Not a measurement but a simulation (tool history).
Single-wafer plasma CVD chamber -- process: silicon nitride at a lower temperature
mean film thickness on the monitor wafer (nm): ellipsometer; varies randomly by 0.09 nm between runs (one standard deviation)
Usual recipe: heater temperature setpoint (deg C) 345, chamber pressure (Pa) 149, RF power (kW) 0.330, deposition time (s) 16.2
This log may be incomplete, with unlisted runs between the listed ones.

run	hour	heater temperature setpoint (deg C)	chamber pressure (Pa)	RF power (kW)	deposition time (s)	wafers since the last listed run	hours since the last thermocouple change	hours since the last RF generator calibration	hours since the last manometer calibration	hours since the showerhead was replaced	hours since the gauge calibration	read-back reference wafer on the same gauge, thickness_nm	mean film thickness on the monitor wafer (nm)
1	0.0	345	149	0.330	16.2	0	2324.4	1889.1	2275.8	3269.3	421.4	23.897	20.318
2	10.5	345	149	0.330	17.0	315	2334.9	1899.6	2286.3	3279.8	431.9	23.903	21.383
3	27.9	345	149	0.330	17.0	523	2352.3	1917.0	2303.7	3297.2	449.3	23.898	21.258
# hour 38.4: thermocouple changed; heater temperature recalibrated
4	45.5	345	149	0.330	17.0	288	7.1	1934.6	2321.3	3314.8	466.9	23.893	21.447
5	52.1	345	125	0.330	16.2	198	13.7	1941.2	2327.9	3321.4	473.5	23.898	19.192
6	65.2	345	125	0.330	16.2	393	26.8	1954.3	2341.0	3334.5	486.6	23.899	19.158
7	86.4	350	149	0.330	16.2	637	48.0	1975.5	2362.2	3355.7	507.8	23.912	20.294
8	101.4	345	149	0.330	16.2	450	63.0	1990.5	2377.2	3370.7	522.8	23.915	20.196
9	118.0	345	181	0.285	15.3	499	79.6	2007.1	2393.8	3387.3	539.4	23.894	17.282
10	126.1	345	149	0.330	16.2	243	87.7	2015.2	2401.9	3395.4	547.5	23.892	20.211
# hour 146.4: gauge calibrated
11	167.2	339	167	0.380	17.4	1235	128.8	2056.3	2443.0	3436.5	20.8	23.916	25.732
12	183.2	345	135	0.375	16.2	480	144.8	2072.3	2459.0	3452.5	36.8	23.900	21.841
# hour 194.0: RF generator calibrated
13	194.5	333	177	0.370	13.0	99	156.1	0.5	2470.3	3463.8	48.1	23.892	20.193
14	205.5	353	133	0.390	16.2	330	167.1	11.5	2481.3	3474.8	59.1	23.888	24.014
# hour 221.8: showerhead replaced, of another model than before
# hour 227.5: capacitance manometer re-zeroed and calibrated
15	228.0	340	149	0.330	16.2	264	189.6	34.0	0.5	6.2	81.6	23.897	21.466
16	228.3	336	149	0.375	17.1	9	189.9	34.3	0.8	6.5	81.9	23.917	24.497
17	234.9	340	133	0.270	13.3	198	196.5	40.9	7.4	13.1	88.5	23.917	15.604
18	251.8	345	177	0.270	13.5	508	213.4	57.8	24.3	30.0	105.4	23.885	16.760
19	263.2	345	149	0.330	16.2	342	224.8	69.2	35.7	41.4	116.8	23.886	21.544
20	316.7	345	149	0.280	16.2	1608	278.3	122.7	89.2	94.9	170.3	23.921	19.704
21	326.9	334	113	0.330	16.2	306	288.5	132.9	99.4	105.1	180.5	23.905	20.808
22	379.0	345	149	0.330	16.2	1566	340.6	185.0	151.5	157.2	232.6	23.911	21.527
23	394.9	345	149	0.330	14.8	477	356.5	200.9	167.4	173.1	248.5	23.905	19.494
24	403.0	345	149	0.365	15.2	243	364.6	209.0	175.5	181.2	256.6	23.859	21.173
25	419.9	345	149	0.330	16.2	508	381.5	225.9	192.4	198.1	273.5	23.881	21.595
26	434.1	345	132	0.330	19.3	426	395.7	240.1	206.6	212.3	287.7	23.917	25.192
27	447.1	345	149	0.295	16.2	390	408.7	253.1	219.6	225.3	300.7	23.882	20.318
28	461.8	345	149	0.375	18.3	441	423.4	267.8	234.3	240.0	315.4	23.896	25.984

Hidden condition of the tool, last listed run before each entry between runs versus first listed run after:
In the gap between runs 3 and 4: thermocouple changed; heater temperature recalibrated (hour 38.4)
  delivered RF power above the setpoint (%): -6.35 -> -6.4
  measured less the result without the state, mean film thickness on the monitor wafer (nm): -1.417 -> -1.442
In the gap between runs 10 and 11: gauge calibrated (hour 146.4)
  delivered RF power above the setpoint (%): -6.64 -> -6.76
  measured less the result without the state, mean film thickness on the monitor wafer (nm): -1.415 -> -1.724
In the gap between runs 12 and 13: RF generator calibrated (hour 194.0)
  delivered RF power above the setpoint (%): -6.8 -> -1.01
  measured less the result without the state, mean film thickness on the monitor wafer (nm): -1.492 -> -0.192
In the gap between runs 14 and 15: showerhead replaced, of another model than before (hour 221.8); capacitance manometer re-zeroed and calibrated (hour 227.5)
  delivered RF power above the setpoint (%): -1.04 -> -1.11
  measured less the result without the state, mean film thickness on the monitor wafer (nm): -0.221 -> -0.129
